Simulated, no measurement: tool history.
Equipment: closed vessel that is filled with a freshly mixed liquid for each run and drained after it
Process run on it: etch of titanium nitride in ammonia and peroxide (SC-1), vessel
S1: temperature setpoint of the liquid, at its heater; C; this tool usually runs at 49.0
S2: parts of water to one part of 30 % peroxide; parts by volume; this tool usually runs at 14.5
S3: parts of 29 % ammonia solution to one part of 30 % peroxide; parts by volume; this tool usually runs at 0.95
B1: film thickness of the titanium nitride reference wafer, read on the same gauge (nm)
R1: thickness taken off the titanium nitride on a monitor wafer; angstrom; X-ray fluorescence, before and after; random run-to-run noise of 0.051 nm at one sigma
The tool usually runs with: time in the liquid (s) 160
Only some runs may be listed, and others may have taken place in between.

{"run": 1, "hour": 0.0, "S1": 49.0, "S2": 14.5, "S3": 0.95, "time in the liquid (s)": 90, "B1": 120.0, "R1": 39.1}
{"run": 2, "hour": 16.1, "S1": 49.0, "S2": 16.0, "S3": 0.95, "time in the liquid (s)": 160, "B1": 120.01, "R1": 65.2}
{"run": 3, "hour": 41.8, "S1": 49.0, "S2": 16.0, "S3": 0.95, "time in the liquid (s)": 160, "B1": 119.97, "R1": 65.1}
{"run": 4, "hour": 70.0, "S1": 49.0, "S2": 14.5, "S3": 0.95, "time in the liquid (s)": 160, "B1": 120.01, "R1": 68.9}
{"hour": 87.6, "done": "new drum of ammonia solution connected"}
{"run": 5, "hour": 100.0, "S1": 49.0, "S2": 14.5, "S3": 0.95, "time in the liquid (s)": 160, "B1": 119.98, "R1": 70.2}
{"run": 6, "hour": 123.8, "S1": 49.0, "S2": 14.5, "S3": 0.95, "time in the liquid (s)": 160, "B1": 119.98, "R1": 69.1}
{"run": 7, "hour": 152.2, "S1": 49.0, "S2": 14.5, "S3": 0.95, "time in the liquid (s)": 160, "B1": 119.98, "R1": 69.0}
{"hour": 177.0, "done": "gauge calibrated"}
{"run": 8, "hour": 181.5, "S1": 58.5, "S2": 14.5, "S3": 0.95, "time in the liquid (s)": 160, "B1": 120.02, "R1": 130.9}
{"run": 9, "hour": 205.5, "S1": 42.5, "S2": 14.5, "S3": 0.95, "time in the liquid (s)": 240, "B1": 120.0, "R1": 65.5}
{"run": 10, "hour": 218.6, "S1": 49.0, "S2": 12.0, "S3": 0.95, "time in the liquid (s)": 160, "B1": 120.0, "R1": 75.7}
{"run": 11, "hour": 233.5, "S1": 49.0, "S2": 16.0, "S3": 0.95, "time in the liquid (s)": 160, "B1": 120.0, "R1": 65.2}
{"run": 12, "hour": 248.9, "S1": 45.5, "S2": 14.5, "S3": 0.95, "time in the liquid (s)": 75, "B1": 120.01, "R1": 25.0}
{"hour": 276.1, "done": "thermometer replaced"}
{"run": 13, "hour": 301.2, "S1": 58.5, "S2": 14.5, "S3": 0.95, "time in the liquid (s)": 160, "B1": 119.98, "R1": 133.0}
{"run": 14, "hour": 332.5, "S1": 49.0, "S2": 14.5, "S3": 0.95, "time in the liquid (s)": 160, "B1": 119.99, "R1": 69.5}
{"run": 15, "hour": 355.1, "S1": 49.0, "S2": 10.0, "S3": 1.2, "time in the liquid (s)": 160, "B1": 120.02, "R1": 86.8}
{"run": 16, "hour": 384.6, "S1": 49.0, "S2": 9.5, "S3": 0.95, "time in the liquid (s)": 160, "B1": 120.02, "R1": 86.5}
{"hour": 395.3, "done": "ammonia flow meter replaced"}
{"run": 17, "hour": 398.4, "S1": 49.0, "S2": 14.5, "S3": 0.95, "time in the liquid (s)": 160, "B1": 120.02, "R1": 68.5}
{"run": 18, "hour": 424.8, "S1": 49.0, "S2": 14.5, "S3": 0.95, "time in the liquid (s)": 190, "B1": 119.96, "R1": 82.3}
{"run": 19, "hour": 451.7, "S1": 49.0, "S2": 9.5, "S3": 0.95, "time in the liquid (s)": 115, "B1": 119.99, "R1": 62.0}
{"run": 20, "hour": 473.8, "S1": 49.0, "S2": 10.0, "S3": 0.7, "time in the liquid (s)": 160, "B1": 119.99, "R1": 80.2}
{"run": 21, "hour": 501.4, "S1": 49.0, "S2": 14.5, "S3": 0.95, "time in the liquid (s)": 160, "B1": 119.98, "R1": 69.2}
{"run": 22, "hour": 520.5, "S1": 49.0, "S2": 14.5, "S3": 1.2, "time in the liquid (s)": 160, "B1": 119.99, "R1": 72.2}
{"run": 23, "hour": 541.9, "S1": 49.0, "S2": 14.5, "S3": 0.95, "time in the liquid (s)": 160, "B1": 119.98, "R1": 69.3}
{"hour": 546.3, "done": "new drum of ammonia solution connected"}
{"run": 24, "hour": 557.9, "S1": 43.0, "S2": 8.5, "S3": 0.65, "time in the liquid (s)": 160, "B1": 120.03, "R1": 55.8}
{"run": 25, "hour": 587.6, "S1": 49.0, "S2": 14.5, "S3": 0.95, "time in the liquid (s)": 160, "B1": 120.01, "R1": 69.2}
{"run": 26, "hour": 611.6, "S1": 49.0, "S2": 9.5, "S3": 0.95, "time in the liquid (s)": 115, "B1": 120.0, "R1": 61.4}
{"run": 27, "hour": 650.6, "S1": 56.0, "S2": 10.5, "S3": 0.95, "time in the liquid (s)": 160, "B1": 119.99, "R1": 132.3}

Below are 5 alternative next runs, each starting from the tool's condition after run 27. Predict each:
{"run": "A", "hour": 651.3, "S1": 49.0, "S2": 14.5, "S3": 0.95, "time in the liquid (s)": 160, "B1": "?", "R1": "?"}
{"run": "B", "hour": 651.3, "S1": 49.0, "S2": 14.5, "S3": 0.55, "time in the liquid (s)": 160, "B1": "?", "R1": "?"}
{"run": "C", "hour": 651.3, "S1": 41.5, "S2": 14.5, "S3": 1.2, "time in the liquid (s)": 160, "B1": "?", "R1": "?"}
{"run": "D", "hour": 651.3, "S1": 49.0, "S2": 11.0, "S3": 0.95, "time in the liquid (s)": 160, "B1": "?", "R1": "?"}
{"run": "E", "hour": 651.3, "S1": 44.0, "S2": 20.0, "S3": 0.95, "time in the liquid (s)": 160, "B1": "?", "R1": "?"}

run=A B1=120.00 R1=68.7
run=B B1=120.00 R1=62.5
run=C B1=120.00 R1=41.6
run=D B1=120.00 R1=79.3
run=E B1=120.00 R1=40.5
The same runs, with their run-to-run variation unchanged, on a tool lacking any hidden condition would have given:
run=A R1=68.7
run=B R1=62.5
run=C R1=41.6
run=D R1=79.3
run=E R1=40.5
